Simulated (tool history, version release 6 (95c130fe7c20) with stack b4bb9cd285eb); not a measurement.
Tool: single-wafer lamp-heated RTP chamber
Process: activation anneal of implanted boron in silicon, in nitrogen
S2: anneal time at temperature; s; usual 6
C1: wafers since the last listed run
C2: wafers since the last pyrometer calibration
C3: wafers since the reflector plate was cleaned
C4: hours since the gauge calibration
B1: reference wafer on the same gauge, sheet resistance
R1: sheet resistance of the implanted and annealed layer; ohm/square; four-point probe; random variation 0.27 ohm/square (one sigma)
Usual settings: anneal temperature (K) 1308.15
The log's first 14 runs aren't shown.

{"hour": 163.7, "done": "pyrometer window cleaned and pyrometer calibrated"}
{"run": 15, "hour": 169.3, "anneal temperature (K)": 1328.15, "S2": 5, "C1": 119, "C2": 72, "C3": 4467, "C4": 418.2, "B1": 103.05, "R1": 95.28}
{"run": 16, "hour": 176.5, "anneal temperature (K)": 1322.15, "S2": 9, "C1": 93, "C2": 166, "C3": 4561, "C4": 425.4, "B1": 102.98, "R1": 93.89}
{"run": 17, "hour": 190.9, "anneal temperature (K)": 1290.15, "S2": 9, "C1": 187, "C2": 353, "C3": 4748, "C4": 439.8, "B1": 102.94, "R1": 104.45}
{"hour": 211.5, "done": "reflector plate cleaned"}
{"run": 18, "hour": 212.0, "anneal temperature (K)": 1280.15, "S2": 10, "C1": 170, "C2": 524, "C3": 6, "C4": 460.9, "B1": 103.08, "R1": 110.78}
{"run": 19, "hour": 220.3, "anneal temperature (K)": 1330.15, "S2": 3, "C1": 107, "C2": 632, "C3": 114, "C4": 469.2, "B1": 103.12, "R1": 100.6}
{"hour": 223.9, "done": "gauge calibrated"}
{"run": 20, "hour": 245.1, "anneal temperature (K)": 1297.15, "S2": 10, "C1": 322, "C2": 954, "C3": 436, "C4": 21.2, "B1": 103.08, "R1": 103.79}
{"run": 21, "hour": 258.9, "anneal temperature (K)": 1308.15, "S2": 6, "C1": 179, "C2": 1133, "C3": 616, "C4": 35, "B1": 102.97, "R1": 103.12}
{"run": 22, "hour": 275.4, "anneal temperature (K)": 1308.15, "S2": 6, "C1": 214, "C2": 1348, "C3": 831, "C4": 51.5, "B1": 102.98, "R1": 102.98}
{"run": 23, "hour": 291.0, "anneal temperature (K)": 1318.15, "S2": 3, "C1": 202, "C2": 1551, "C3": 1033, "C4": 67.1, "B1": 103.06, "R1": 103.63}
{"run": 24, "hour": 299.7, "anneal temperature (K)": 1300.15, "S2": 3, "C1": 113, "C2": 1664, "C3": 1147, "C4": 75.8, "B1": 102.97, "R1": 110.43}
{"run": 25, "hour": 313.7, "anneal temperature (K)": 1290.15, "S2": 5, "C1": 182, "C2": 1846, "C3": 1329, "C4": 89.8, "B1": 102.92, "R1": 110.88}
{"run": 26, "hour": 324.7, "anneal temperature (K)": 1308.15, "S2": 3, "C1": 143, "C2": 1989, "C3": 1472, "C4": 100.8, "B1": 102.99, "R1": 107.26}
{"run": 27, "hour": 342.4, "anneal temperature (K)": 1299.15, "S2": 9, "C1": 230, "C2": 2219, "C3": 1702, "C4": 118.5, "B1": 103, "R1": 103.46}
{"run": 28, "hour": 355.9, "anneal temperature (K)": 1296.15, "S2": 6, "C1": 175, "C2": 2395, "C3": 1877, "C4": 132, "B1": 103.11, "R1": 106.92}
{"run": 29, "hour": 363.4, "anneal temperature (K)": 1295.15, "S2": 5, "C1": 97, "C2": 2492, "C3": 1975, "C4": 139.5, "B1": 103.09, "R1": 108.35}
{"run": 30, "hour": 380.3, "anneal temperature (K)": 1330.15, "S2": 8, "C1": 219, "C2": 2712, "C3": 2195, "C4": 156.4, "B1": 103.11, "R1": 93.36}
{"run": 31, "hour": 387.1, "anneal temperature (K)": 1297.15, "S2": 10, "C1": 88, "C2": 2801, "C3": 2283, "C4": 163.2, "B1": 103.04, "R1": 103.2}
{"run": 32, "hour": 394.3, "anneal temperature (K)": 1295.15, "S2": 4, "C1": 93, "C2": 2894, "C3": 2377, "C4": 170.4, "B1": 103.05, "R1": 109.8}
{"run": 33, "hour": 403.0, "anneal temperature (K)": 1327.15, "S2": 9, "C1": 113, "C2": 3007, "C3": 2490, "C4": 179.1, "B1": 103.03, "R1": 92.49}
{"run": 34, "hour": 412.7, "anneal temperature (K)": 1308.15, "S2": 9, "C1": 126, "C2": 3133, "C3": 2616, "C4": 188.8, "B1": 103.05, "R1": 99.14}
{"run": 35, "hour": 419.5, "anneal temperature (K)": 1279.15, "S2": 4, "C1": 88, "C2": 3222, "C3": 2704, "C4": 195.6, "B1": 103, "R1": 116.21}
{"run": 36, "hour": 441.3, "anneal temperature (K)": 1322.15, "S2": 4, "C1": 283, "C2": 3505, "C3": 2988, "C4": 217.4, "B1": 102.97, "R1": 99.75}

5 ways to go on from here, each from the tool as it stands after run 36. What would each give?
{"run": "A", "hour": 441.7, "anneal temperature (K)": 1308.15, "S2": 6, "C1": 5, "C2": 3511, "C3": 2993, "C4": 217.8, "B1": "?", "R1": "?"}
{"run": "B", "hour": 441.7, "anneal temperature (K)": 1323.15, "S2": 4, "C1": 5, "C2": 3511, "C3": 2993, "C4": 217.8, "B1": "?", "R1": "?"}
{"run": "C", "hour": 441.7, "anneal temperature (K)": 1308.15, "S2": 7, "C1": 5, "C2": 3511, "C3": 2993, "C4": 217.8, "B1": "?", "R1": "?"}
{"run": "D", "hour": 441.7, "anneal temperature (K)": 1298.15, "S2": 5, "C1": 5, "C2": 3511, "C3": 2993, "C4": 217.8, "B1": "?", "R1": "?"}
{"run": "E", "hour": 441.7, "anneal temperature (K)": 1318.15, "S2": 9, "C1": 5, "C2": 3511, "C3": 2993, "C4": 217.8, "B1": "?", "R1": "?"}

run=A B1=102.98 R1=101.84
run=B B1=102.98 R1=99.33
run=C B1=102.98 R1=100.83
run=D B1=102.98 R1=106.61
run=E B1=102.98 R1=95.66
Without the tool's hidden state the same runs would have given:
run=A R1=103.73
run=B R1=101.08
run=C R1=102.71
run=D R1=108.72
run=E R1=97.51
